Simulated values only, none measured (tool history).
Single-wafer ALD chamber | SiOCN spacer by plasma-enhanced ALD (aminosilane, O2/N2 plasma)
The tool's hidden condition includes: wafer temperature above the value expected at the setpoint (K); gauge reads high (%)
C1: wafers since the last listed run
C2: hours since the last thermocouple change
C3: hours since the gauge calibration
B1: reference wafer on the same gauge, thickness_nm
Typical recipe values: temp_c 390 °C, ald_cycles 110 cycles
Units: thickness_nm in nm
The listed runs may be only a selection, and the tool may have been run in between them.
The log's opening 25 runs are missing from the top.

run 26 hour=793 | temp_c=398 ald_cycles=128 | C1=68 C2=353.6 C3=350.7 | B1=5.293 | thickness_nm=7.403
run 27 hour=805.4 | temp_c=390 ald_cycles=110 | C1=40 C2=366 C3=363.1 | B1=5.282 | thickness_nm=6.369
run 28 hour=823 | temp_c=390 ald_cycles=122 | C1=58 C2=383.6 C3=380.7 | B1=5.286 | thickness_nm=7.06
run 29 hour=848.3 | temp_c=390 ald_cycles=110 | C1=83 C2=408.9 C3=406 | B1=5.279 | thickness_nm=6.342
run 30 hour=869.9 | temp_c=380 ald_cycles=90 | C1=71 C2=430.5 C3=427.6 | B1=5.276 | thickness_nm=5.191
run 31 hour=889.2 | temp_c=397 ald_cycles=97 | C1=63 C2=449.8 C3=446.9 | B1=5.273 | thickness_nm=5.617
run 32 hour=917.3 | temp_c=395 ald_cycles=110 | C1=92 C2=477.9 C3=475 | B1=5.268 | thickness_nm=6.358
-- hour=924.9 gauge calibrated
run 33 hour=932.8 | temp_c=390 ald_cycles=110 | C1=51 C2=493.4 C3=7.9 | B1=5.341 | thickness_nm=6.445
run 34 hour=956.7 | temp_c=376 ald_cycles=101 | C1=78 C2=517.3 C3=31.8 | B1=5.345 | thickness_nm=5.907

What if the next run were any one of these 5? Each begins from the tool's condition after run 34:
run A hour=957.3 | temp_c=390 ald_cycles=110 | C1=1 C2=517.9 C3=32.4 | B1=? | thickness_nm=?
run B hour=957.3 | temp_c=381 ald_cycles=110 | C1=1 C2=517.9 C3=32.4 | B1=? | thickness_nm=?
run C hour=957.3 | temp_c=379 ald_cycles=96 | C1=1 C2=517.9 C3=32.4 | B1=? | thickness_nm=?
run D hour=957.3 | temp_c=383 ald_cycles=92 | C1=1 C2=517.9 C3=32.4 | B1=? | thickness_nm=?
run E hour=957.3 | temp_c=381 ald_cycles=98 | C1=1 C2=517.9 C3=32.4 | B1=? | thickness_nm=?

run=A B1=5.336 thickness_nm=6.425
run=B B1=5.336 thickness_nm=6.425
run=C B1=5.336 thickness_nm=5.607
run=D B1=5.336 thickness_nm=5.373
run=E B1=5.336 thickness_nm=5.724
With no hidden state in the tool, these same runs would have given:
run=A thickness_nm=6.424
run=B thickness_nm=6.424
run=C thickness_nm=5.607
run=D thickness_nm=5.373
run=E thickness_nm=5.723

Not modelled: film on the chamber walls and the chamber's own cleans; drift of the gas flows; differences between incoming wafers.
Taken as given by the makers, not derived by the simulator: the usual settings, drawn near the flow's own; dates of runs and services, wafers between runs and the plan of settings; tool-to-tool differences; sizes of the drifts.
